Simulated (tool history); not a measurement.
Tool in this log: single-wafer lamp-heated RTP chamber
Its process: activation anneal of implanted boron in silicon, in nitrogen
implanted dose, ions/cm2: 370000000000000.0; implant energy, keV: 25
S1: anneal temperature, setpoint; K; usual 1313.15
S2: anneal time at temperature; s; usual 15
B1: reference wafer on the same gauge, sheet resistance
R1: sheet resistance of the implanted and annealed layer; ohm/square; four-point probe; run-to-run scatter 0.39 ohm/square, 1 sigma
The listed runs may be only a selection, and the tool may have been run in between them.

run,hour,S1,S2,B1,R1
1,0,1313.15,15,211.35,258.88
2,13.7,1313.15,15,211.31,258.01
3,109.7,1313.15,15,211.14,257.41
4,140.4,1313.15,15,211.06,257.8
5,158.5,1313.15,15,211.14,258.09
6,174.2,1313.15,15,211.04,258.02
7,201,1322.15,15,210.98,257.52
8,227.6,1322.15,15,210.98,256.98
9,239.7,1322.15,15,210.91,256.89
10,265.4,1313.15,15,210.88,258.45
11,290.5,1313.15,15,210.82,258.4
# hour 315.1: pyrometer window cleaned and pyrometer calibrated
12,315.6,1332.15,15,210.75,256.01
13,332.3,1313.15,15,210.74,258.06
14,363.7,1313.15,15,210.66,258.04
15,385.8,1290.15,15,210.75,260.37
16,399.2,1290.15,15,210.73,259.33
17,412.3,1331.15,22,210.64,255.59
18,448.1,1334.15,18,210.53,255.39
19,466.8,1313.15,15,210.59,258.05
20,493.9,1334.15,18,210.5,254.77
21,519.8,1335.15,24,210.54,254.55
22,543.8,1313.15,15,210.49,257.32
23,566.8,1302.15,22,210.41,257.54
24,583,1313.15,11,210.29,257.6
25,612.5,1287.15,18,210.4,259.5
# hour 613.3: gauge calibrated
26,631.9,1303.15,13,212.04,260.25
27,656,1296.15,19,212.05,259.67
28,686,1330.15,12,211.88,258.98
# hour 696.7: reflector plate cleaned
29,712.7,1340.15,15,211.84,257.44
30,728.2,1313.15,15,211.75,258.85
31,745.6,1332.15,21,211.78,257.13
32,772.2,1292.15,8,211.88,263.34
33,795.2,1336.15,6,211.76,258.58
34,824.6,1295.15,12,211.67,261.29
35,850.1,1332.15,21,211.63,257.21
36,870,1313.15,18,211.6,257.63
37,896.7,1324.15,11,211.62,258.57

4 options for the next run, each taken on its own from the tool as it stands now. Forecast them:
A,897.1,1313.15,15,?,?
B,897.1,1333.15,15,?,?
C,897.1,1334.15,10,?,?
D,897.1,1313.15,10,?,?

run,B1,R1
A,211.59,259.26
B,211.59,258.06
C,211.59,258.8
D,211.59,260.04
With the hidden condition removed and each run's random variation left untouched, the same runs would have given:
run,R1
A,259.8
B,258.6
C,259.34
D,260.58

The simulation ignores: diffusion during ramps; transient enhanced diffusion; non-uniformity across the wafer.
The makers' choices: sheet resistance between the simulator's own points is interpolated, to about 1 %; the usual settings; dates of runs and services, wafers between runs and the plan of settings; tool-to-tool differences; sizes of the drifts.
